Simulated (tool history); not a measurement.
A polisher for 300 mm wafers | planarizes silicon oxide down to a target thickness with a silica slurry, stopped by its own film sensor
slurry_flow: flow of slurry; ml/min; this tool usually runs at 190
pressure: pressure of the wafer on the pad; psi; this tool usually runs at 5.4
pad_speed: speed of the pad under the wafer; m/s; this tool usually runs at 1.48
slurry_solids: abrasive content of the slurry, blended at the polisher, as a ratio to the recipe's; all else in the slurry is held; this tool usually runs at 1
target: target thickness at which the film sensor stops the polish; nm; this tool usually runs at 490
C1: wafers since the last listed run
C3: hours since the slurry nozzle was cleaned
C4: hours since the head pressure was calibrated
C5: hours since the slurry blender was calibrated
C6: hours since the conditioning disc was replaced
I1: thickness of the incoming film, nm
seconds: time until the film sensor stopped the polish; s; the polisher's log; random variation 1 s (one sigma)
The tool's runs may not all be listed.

{"run": 1, "hour": 0.0, "slurry_flow": 190, "pressure": 5.4, "pad_speed": 1.48, "slurry_solids": 1, "target": 490, "C1": 0, "wafers polished on this pad": 1587, "C3": 335.4, "C4": 348.2, "C5": 211.2, "C6": 411, "I1": 1070.1, "seconds": 104.5}
{"run": 2, "hour": 41.1, "slurry_flow": 190, "pressure": 5.4, "pad_speed": 1.48, "slurry_solids": 1, "target": 490, "C1": 373, "wafers polished on this pad": 1961, "C3": 376.5, "C4": 389.3, "C5": 252.3, "C6": 452.1, "I1": 1081, "seconds": 106.1}
{"hour": 73.8, "done": "conditioning disc replaced and pad reconditioned"}
{"run": 3, "hour": 98.3, "slurry_flow": 190, "pressure": 5.4, "pad_speed": 1.48, "slurry_solids": 1, "target": 490, "C1": 502, "wafers polished on this pad": 2463, "C3": 433.7, "C4": 446.5, "C5": 309.5, "C6": 24.5, "I1": 1095.8, "seconds": 105.9}
{"hour": 99.7, "done": "slurry nozzle cleaned"}
{"run": 4, "hour": 161.6, "slurry_flow": 190, "pressure": 5.4, "pad_speed": 1.48, "slurry_solids": 1, "target": 490, "C1": 566, "wafers polished on this pad": 3030, "C3": 61.9, "C4": 509.8, "C5": 372.8, "C6": 87.8, "I1": 1078.1, "seconds": 103.2}
{"run": 5, "hour": 205.2, "slurry_flow": 190, "pressure": 5.4, "pad_speed": 1.48, "slurry_solids": 1, "target": 651, "C1": 396, "wafers polished on this pad": 3427, "C3": 105.5, "C4": 553.4, "C5": 416.4, "C6": 131.4, "I1": 1079.5, "seconds": 76.9}
{"run": 6, "hour": 241.2, "slurry_flow": 165, "pressure": 5.4, "pad_speed": 1.98, "slurry_solids": 1.25, "target": 490, "C1": 327, "wafers polished on this pad": 3754, "C3": 141.5, "C4": 589.4, "C5": 452.4, "C6": 167.4, "I1": 1073.1, "seconds": 77.2}
{"run": 7, "hour": 276.2, "slurry_flow": 190, "pressure": 5.4, "pad_speed": 1.18, "slurry_solids": 1.1, "target": 490, "C1": 318, "wafers polished on this pad": 4073, "C3": 176.5, "C4": 624.4, "C5": 487.4, "C6": 202.4, "I1": 1079.3, "seconds": 116.7}
{"hour": 296.1, "done": "slurry blender recalibrated"}
{"hour": 323.7, "done": "worn pad replaced by a new one, of another model than before"}
{"run": 8, "hour": 344.4, "slurry_flow": 190, "pressure": 5.4, "pad_speed": 1.18, "slurry_solids": 1, "target": 419, "C1": 565, "wafers polished on this pad": 188, "C3": 244.7, "C4": 692.6, "C5": 48.3, "C6": 270.6, "I1": 1077.7, "seconds": 146.8}
{"run": 9, "hour": 390.0, "slurry_flow": 190, "pressure": 5.4, "pad_speed": 1.48, "slurry_solids": 1, "target": 490, "C1": 414, "wafers polished on this pad": 603, "C3": 290.3, "C4": 738.2, "C5": 93.9, "C6": 316.2, "I1": 1082.3, "seconds": 108}
{"run": 10, "hour": 444.8, "slurry_flow": 190, "pressure": 5.9, "pad_speed": 1.48, "slurry_solids": 1.1, "target": 328, "C1": 498, "wafers polished on this pad": 1101, "C3": 345.1, "C4": 793, "C5": 148.7, "C6": 371, "I1": 1070.9, "seconds": 121.6}
{"run": 11, "hour": 511.2, "slurry_flow": 190, "pressure": 5.4, "pad_speed": 1.48, "slurry_solids": 1, "target": 490, "C1": 604, "wafers polished on this pad": 1705, "C3": 411.5, "C4": 859.4, "C5": 215.1, "C6": 437.4, "I1": 1082.9, "seconds": 108.2}
{"hour": 534.2, "done": "slurry nozzle cleaned"}
{"hour": 556.1, "done": "conditioning disc replaced and pad reconditioned"}
{"run": 12, "hour": 556.8, "slurry_flow": 190, "pressure": 5.4, "pad_speed": 1.22, "slurry_solids": 1, "target": 490, "C1": 387, "wafers polished on this pad": 2093, "C3": 22.6, "C4": 905, "C5": 260.7, "C6": 0.7, "I1": 1065.7, "seconds": 119.8}
{"run": 13, "hour": 616.0, "slurry_flow": 190, "pressure": 5.4, "pad_speed": 1.48, "slurry_solids": 1, "target": 490, "C1": 538, "wafers polished on this pad": 2631, "C3": 81.8, "C4": 964.2, "C5": 319.9, "C6": 59.9, "I1": 1074.8, "seconds": 103.9}
{"run": 14, "hour": 646.7, "slurry_flow": 190, "pressure": 5.4, "pad_speed": 1.48, "slurry_solids": 1, "target": 490, "C1": 279, "wafers polished on this pad": 2911, "C3": 112.5, "C4": 994.9, "C5": 350.6, "C6": 90.6, "I1": 1093.7, "seconds": 106.4}
{"run": 15, "hour": 697.4, "slurry_flow": 190, "pressure": 6.5, "pad_speed": 1.48, "slurry_solids": 1, "target": 490, "C1": 461, "wafers polished on this pad": 3372, "C3": 163.2, "C4": 1045.6, "C5": 401.3, "C6": 141.3, "I1": 1084, "seconds": 93.3}
{"run": 16, "hour": 733.9, "slurry_flow": 190, "pressure": 5.4, "pad_speed": 1.48, "slurry_solids": 1, "target": 490, "C1": 332, "wafers polished on this pad": 3704, "C3": 199.7, "C4": 1082.1, "C5": 437.8, "C6": 177.8, "I1": 1080, "seconds": 107.2}
{"hour": 759.3, "done": "slurry blender recalibrated"}
{"run": 17, "hour": 762.0, "slurry_flow": 190, "pressure": 4.4, "pad_speed": 1.48, "slurry_solids": 1, "target": 643, "C1": 237, "wafers polished on this pad": 3941, "C3": 227.8, "C4": 1110.2, "C5": 2.7, "C6": 205.9, "I1": 1100.2, "seconds": 93.1}
{"hour": 768.2, "done": "worn pad replaced by a new one"}
{"run": 18, "hour": 812.9, "slurry_flow": 190, "pressure": 5.4, "pad_speed": 1.92, "slurry_solids": 1, "target": 490, "C1": 426, "wafers polished on this pad": 406, "C3": 278.7, "C4": 1161.1, "C5": 53.6, "C6": 256.8, "I1": 1064.4, "seconds": 82.2}
{"run": 19, "hour": 841.9, "slurry_flow": 190, "pressure": 6.8, "pad_speed": 1.48, "slurry_solids": 1, "target": 490, "C1": 263, "wafers polished on this pad": 670, "C3": 307.7, "C4": 1190.1, "C5": 82.6, "C6": 285.8, "I1": 1089.2, "seconds": 92.2}
{"run": 20, "hour": 907.4, "slurry_flow": 190, "pressure": 6.5, "pad_speed": 1.2, "slurry_solids": 1, "target": 614, "C1": 595, "wafers polished on this pad": 1266, "C3": 373.2, "C4": 1255.6, "C5": 148.1, "C6": 351.3, "I1": 1071.7, "seconds": 89.8}
{"hour": 946.2, "done": "head pressure recalibrated"}
{"run": 21, "hour": 964.7, "slurry_flow": 235, "pressure": 5.4, "pad_speed": 1.48, "slurry_solids": 1, "target": 490, "C1": 503, "wafers polished on this pad": 1769, "C3": 430.5, "C4": 18.5, "C5": 205.4, "C6": 408.6, "I1": 1090.8, "seconds": 106.1}
{"run": 22, "hour": 1020.0, "slurry_flow": 190, "pressure": 5.4, "pad_speed": 1.48, "slurry_solids": 1, "target": 490, "C1": 503, "wafers polished on this pad": 2272, "C3": 485.8, "C4": 73.8, "C5": 260.7, "C6": 463.9, "I1": 1061.7, "seconds": 103}
{"run": 23, "hour": 1065.1, "slurry_flow": 165, "pressure": 5.4, "pad_speed": 1.86, "slurry_solids": 1, "target": 490, "C1": 410, "wafers polished on this pad": 2682, "C3": 530.9, "C4": 118.9, "C5": 305.8, "C6": 509, "I1": 1092.9, "seconds": 91.3}
{"hour": 1082.8, "done": "slurry nozzle cleaned"}
{"run": 24, "hour": 1104.8, "slurry_flow": 190, "pressure": 6.7, "pad_speed": 1.48, "slurry_solids": 1, "target": 490, "C1": 352, "wafers polished on this pad": 3035, "C3": 22, "C4": 158.6, "C5": 345.5, "C6": 548.7, "I1": 1080.7, "seconds": 92.7}
{"hour": 1116.2, "done": "conditioning disc replaced and pad reconditioned"}
{"run": 25, "hour": 1134.5, "slurry_flow": 190, "pressure": 5.4, "pad_speed": 1.48, "slurry_solids": 1, "target": 490, "C1": 251, "wafers polished on this pad": 3287, "C3": 51.7, "C4": 188.3, "C5": 375.2, "C6": 18.3, "I1": 1081.8, "seconds": 101.8}
{"run": 26, "hour": 1203.5, "slurry_flow": 190, "pressure": 5.4, "pad_speed": 1.48, "slurry_solids": 1, "target": 490, "C1": 627, "wafers polished on this pad": 3914, "C3": 120.7, "C4": 257.3, "C5": 444.2, "C6": 87.3, "I1": 1071.2, "seconds": 102.8}

Across each entry between runs, compare the hidden state at the last listed run before it with the hidden state at the first listed run after it:
In the gap between runs 2 and 3: conditioning disc replaced and pad reconditioned (hour 73.8)
  time polished since the conditioner stopped cutting, s: 35.8 -> 10.8
  what was measured, less what the result would be without the hidden state, seconds: +5.3 -> +1.7 s
In the gap between runs 3 and 4: slurry nozzle cleaned (hour 99.7)
  time polished since the conditioner stopped cutting, s: 10.8 -> 20.9
  what was measured, less what the result would be without the hidden state, seconds: +1.7 -> +3.1 s
In the gap between runs 7 and 8: slurry blender recalibrated (hour 296.1); worn pad replaced by a new one, of another model than before (hour 323.7)
  time polished since the conditioner stopped cutting, s: 31.7 -> 35.4
  what was measured, less what the result would be without the hidden state, seconds: +4.3 -> +5.6 s
In the gap between runs 11 and 12: slurry nozzle cleaned (hour 534.2); conditioning disc replaced and pad reconditioned (hour 556.1)
  time polished since the conditioner stopped cutting, s: 40 -> 3.8
  what was measured, less what the result would be without the hidden state, seconds: +6 -> +0.5 s
In the gap between runs 16 and 17: slurry blender recalibrated (hour 759.3)
  time polished since the conditioner stopped cutting, s: 27.9 -> 29.9
  what was measured, less what the result would be without the hidden state, seconds: +4.2 -> +3.5 s
In the gap between runs 17 and 18: worn pad replaced by a new one (hour 768.2)
  time polished since the conditioner stopped cutting, s: 29.9 -> 32.7
  what was measured, less what the result would be without the hidden state, seconds: +3.5 -> +5 s
In the gap between runs 20 and 21: head pressure recalibrated (hour 946.2)
  time polished since the conditioner stopped cutting, s: 36.2 -> 37.5
  what was measured, less what the result would be without the hidden state, seconds: +4 -> +5.5 s
In the gap between runs 23 and 24: slurry nozzle cleaned (hour 1082.8)
  time polished since the conditioner stopped cutting, s: 38.9 -> 39.3
  what was measured, less what the result would be without the hidden state, seconds: +6.2 -> +5.7 s
In the gap between runs 24 and 25: conditioning disc replaced and pad reconditioned (hour 1116.2)
  time polished since the conditioner stopped cutting, s: 39.3 -> 4.74
  what was measured, less what the result would be without the hidden state, seconds: +5.7 -> +0.7 s
